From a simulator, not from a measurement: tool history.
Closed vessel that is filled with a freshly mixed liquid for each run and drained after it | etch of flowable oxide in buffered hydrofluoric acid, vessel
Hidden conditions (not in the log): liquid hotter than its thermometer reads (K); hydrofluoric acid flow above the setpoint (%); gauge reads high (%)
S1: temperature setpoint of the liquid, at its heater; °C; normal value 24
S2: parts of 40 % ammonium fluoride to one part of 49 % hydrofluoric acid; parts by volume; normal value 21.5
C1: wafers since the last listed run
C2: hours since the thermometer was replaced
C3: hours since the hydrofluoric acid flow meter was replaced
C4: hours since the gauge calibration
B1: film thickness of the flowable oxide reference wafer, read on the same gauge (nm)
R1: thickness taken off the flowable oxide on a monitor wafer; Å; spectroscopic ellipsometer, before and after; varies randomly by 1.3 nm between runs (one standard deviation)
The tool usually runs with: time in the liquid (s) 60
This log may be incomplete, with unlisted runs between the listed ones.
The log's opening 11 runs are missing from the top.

run 12 day=11.529 | S1=21.5 S2=21.5 time_in_the_liquid_(s)=85 | C1=1253 C2=898.9 C3=103.4 C4=170.7 | B1=50.02 | R1=1835.6
run 13 day=12.554 | S1=26.5 S2=21.5 time_in_the_liquid_(s)=60 | C1=1742 C2=923.5 C3=128 C4=195.3 | B1=50 | R1=1703.8
run 14 day=13.529 | S1=26 S2=29 time_in_the_liquid_(s)=70 | C1=1657 C2=946.9 C3=151.4 C4=218.7 | B1=49.96 | R1=1546.7
run 15 day=15.304 | S1=24 S2=21.5 time_in_the_liquid_(s)=60 | C1=3016 C2=989.5 C3=194 C4=261.3 | B1=50 | R1=1494.1
run 16 day=16.446 | S1=21.5 S2=15 time_in_the_liquid_(s)=50 | C1=1940 C2=1016.9 C3=221.4 C4=288.7 | B1=49.98 | R1=1510.8
run 17 day=17.733 | S1=24 S2=21.5 time_in_the_liquid_(s)=60 | C1=2188 C2=1047.8 C3=252.3 C4=319.6 | B1=49.98 | R1=1461.1
run 18 day=18.988 | S1=24 S2=16.5 time_in_the_liquid_(s)=60 | C1=2131 C2=1077.9 C3=282.4 C4=349.7 | B1=50.01 | R1=1909
run 19 day=19.683 | S1=24 S2=26 time_in_the_liquid_(s)=30 | C1=1182 C2=1094.6 C3=299.1 C4=366.4 | B1=50 | R1=641.7
run 20 day=23.296 | S1=21.5 S2=18 time_in_the_liquid_(s)=85 | C1=6139 C2=1181.3 C3=385.8 C4=453.1 | B1=50.02 | R1=2192.6
run 21 day=24.075 | S1=24 S2=24.5 time_in_the_liquid_(s)=45 | C1=1324 C2=1200 C3=404.5 C4=471.8 | B1=49.98 | R1=1034.7
run 22 day=25.283 | S1=26 S2=21.5 time_in_the_liquid_(s)=60 | C1=2053 C2=1229 C3=433.5 C4=500.8 | B1=49.99 | R1=1650.4
run 23 day=26.262 | S1=19.5 S2=21.5 time_in_the_liquid_(s)=70 | C1=1664 C2=1252.5 C3=457 C4=524.3 | B1=49.99 | R1=1367.7
run 24 day=27.608 | S1=27.5 S2=24 time_in_the_liquid_(s)=80 | C1=2287 C2=1284.8 C3=489.3 C4=556.6 | B1=49.97 | R1=2221.3
-- day=27.658 thermometer replaced
run 25 day=28.875 | S1=24 S2=21.5 time_in_the_liquid_(s)=60 | C1=2081 C2=29.2 C3=519.7 C4=587 | B1=50 | R1=1506.7
run 26 day=30.038 | S1=21.5 S2=21.5 time_in_the_liquid_(s)=60 | C1=1975 C2=57.1 C3=547.6 C4=614.9 | B1=49.96 | R1=1296.2
run 27 day=31.342 | S1=24 S2=21.5 time_in_the_liquid_(s)=60 | C1=2216 C2=88.4 C3=578.9 C4=646.2 | B1=50.01 | R1=1513.3
run 28 day=32.171 | S1=24 S2=21.5 time_in_the_liquid_(s)=40 | C1=1409 C2=108.3 C3=598.8 C4=666.1 | B1=50.01 | R1=1009.9
run 29 day=32.762 | S1=27 S2=18.5 time_in_the_liquid_(s)=35 | C1=1005 C2=122.5 C3=613 C4=680.3 | B1=50 | R1=1202.4
run 30 day=33.358 | S1=27.5 S2=25.5 time_in_the_liquid_(s)=30 | C1=1012 C2=136.8 C3=627.3 C4=694.6 | B1=50.01 | R1=814.5
run 31 day=34.8 | S1=22 S2=16 time_in_the_liquid_(s)=45 | C1=2450 C2=171.4 C3=661.9 C4=729.2 | B1=49.99 | R1=1371.9
-- day=35.379 gauge calibrated
run 32 day=35.796 | S1=26.5 S2=15.5 time_in_the_liquid_(s)=40 | C1=1692 C2=195.3 C3=685.8 C4=10 | B1=49.99 | R1=1612.8
run 33 day=36.725 | S1=24 S2=21.5 time_in_the_liquid_(s)=80 | C1=1579 C2=217.6 C3=708.1 C4=32.3 | B1=49.99 | R1=2052.4
run 34 day=38.221 | S1=22 S2=21.5 time_in_the_liquid_(s)=95 | C1=2542 C2=253.5 C3=744 C4=68.2 | B1=50.02 | R1=2131.7

Branching from run 34: 3 alternative next runs. What would each branch give?
run A day=38.25 | S1=24 S2=21.5 time_in_the_liquid_(s)=60 | C1=49 C2=254.2 C3=744.7 C4=68.9 | B1=? | R1=?
run B day=38.25 | S1=19 S2=28.5 time_in_the_liquid_(s)=60 | C1=49 C2=254.2 C3=744.7 C4=68.9 | B1=? | R1=?
run C day=38.25 | S1=25.5 S2=21.5 time_in_the_liquid_(s)=50 | C1=49 C2=254.2 C3=744.7 C4=68.9 | B1=? | R1=?

run=A B1=49.99 R1=1515.4
run=B B1=49.99 R1=943.7
run=C B1=49.99 R1=1370.4
Stripped of hidden state, with their random variation kept, the same runs would have yielded:
run=A R1=1438.1
run=B R1=895.9
run=C R1=1300.6

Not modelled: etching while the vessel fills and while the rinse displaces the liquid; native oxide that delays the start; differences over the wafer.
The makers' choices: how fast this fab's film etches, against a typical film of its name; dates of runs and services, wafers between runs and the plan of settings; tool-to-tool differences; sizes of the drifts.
